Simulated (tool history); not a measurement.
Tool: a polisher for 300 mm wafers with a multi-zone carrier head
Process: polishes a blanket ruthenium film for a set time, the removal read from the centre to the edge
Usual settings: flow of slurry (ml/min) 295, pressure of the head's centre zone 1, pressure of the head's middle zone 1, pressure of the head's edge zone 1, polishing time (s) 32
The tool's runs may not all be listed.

run	hour	flow of slurry (ml/min)	pressure of the head's centre zone	pressure of the head's middle zone	pressure of the head's edge zone	polishing time (s)	wafers since the last listed run	wafers polished on this pad	hours since the slurry nozzle was cleaned	hours since the centre zone pressure was calibrated	hours since the edge zone pressure was calibrated	hours since the carrier head's membrane was replaced	incoming thickness of the incoming film, nm	film removed at the wafer's centre (Å)	film removed at mid-radius (Å)	film removed at the wafer's edge (Å)
1	0	295	1	1	1	32	0	2020	173.6	266.7	190.2	355	590.4	221	218	219
2	13.7	350	1	1	1	37	173	2194	187.3	280.4	203.9	368.7	585.4	257	255	252
3	26.5	295	1.11	1.07	1	32	162	2356	200.1	293.2	216.7	381.5	575	245	231	219
4	48.6	295	1.05	0.9	1	32	279	2636	222.2	315.3	238.8	403.6	575.3	230	203	215
# hour 84.2: worn pad replaced by a new one, of another model than before
5	84.7	230	1	1.04	0.89	24	406	6	258.3	351.4	274.9	439.7	570.8	161	168	155
6	95.7	295	1	1	1	32	139	145	269.3	362.4	285.9	450.7	580.6	218	219	218
7	120.5	330	1.05	1	1	36	314	459	294.1	387.2	310.7	475.5	574.4	257	247	251
8	154.2	295	1	1	1	32	426	886	327.8	420.9	344.4	509.2	573.3	216	221	216
9	189.1	395	1	0.93	1.08	32	442	1328	362.7	455.8	379.3	544.1	580.3	212	213	224
# hour 224.3: centre zone pressure recalibrated
10	224.8	295	1	1	1.12	37	426	1755	398.4	0.5	415	579.8	584	257	253	265
11	249	295	1	1	1	32	306	2062	422.6	24.7	439.2	604	575	220	218	217
# hour 269.7: edge zone pressure recalibrated
12	325.5	295	0.96	0.88	1	32	943	3006	499.1	101.2	55.8	680.5	585.8	212	200	218
13	350.4	295	0.94	1.05	0.93	32	315	3321	524	126.1	80.7	705.4	581.5	206	227	211
# hour 355.8: worn pad replaced by a new one
14	383.8	295	1	1	1	32	372	354	557.4	159.5	114.1	738.8	581.3	221	218	216
15	411.6	295	1	1	1	32	352	706	585.2	187.3	141.9	766.6	589.1	220	217	216
16	429.8	370	1.06	1.11	1	32	230	937	603.4	205.5	160.1	784.8	577.3	236	236	219
# hour 447.5: carrier head's membrane replaced by a new one
17	463.6	195	0.96	1.05	1	32	364	1302	637.2	239.3	193.9	16.1	583.3	208	224	216
18	484	295	0.91	1	1	23	258	1560	657.6	259.7	214.3	36.5	586	144	155	156
# hour 490.6: slurry nozzle cleaned
19	500.1	295	1	1	0.92	32	191	1751	9.5	275.8	230.4	52.6	580.8	218	215	207
20	523.2	295	1	1	0.94	36	292	2044	32.6	298.9	253.5	75.7	589.5	245	247	239
21	547.7	295	1.09	1	0.95	32	310	2354	57.1	323.4	278	100.2	580.9	238	220	216
22	571.2	195	1	1	1	32	297	2652	80.6	346.9	301.5	123.7	578.5	213	216	215

4 ways to go on from here, each from the tool as it stands after run 22. What would each give?
A	571.6	295	1	1	1	32	5	2657	81	347.3	301.9	124.1	571.6	?	?	?
B	571.6	250	1	1.04	1	38	5	2657	81	347.3	301.9	124.1	571.6	?	?	?
C	571.6	295	1	1	1.07	36	5	2657	81	347.3	301.9	124.1	571.6	?	?	?
D	571.6	355	1	1.11	1.07	28	5	2657	81	347.3	301.9	124.1	571.6	?	?	?

run	film removed at the wafer's centre (Å)	film removed at mid-radius (Å)	film removed at the wafer's edge (Å)
A	216	215	218
B	255	261	258
C	243	242	253
D	190	204	197
Without the tool's hidden state the same runs would have given:
run	film removed at the wafer's centre (Å)	film removed at mid-radius (Å)	film removed at the wafer's edge (Å)
A	220	215	218
B	260	261	258
C	248	242	253
D	194	204	197

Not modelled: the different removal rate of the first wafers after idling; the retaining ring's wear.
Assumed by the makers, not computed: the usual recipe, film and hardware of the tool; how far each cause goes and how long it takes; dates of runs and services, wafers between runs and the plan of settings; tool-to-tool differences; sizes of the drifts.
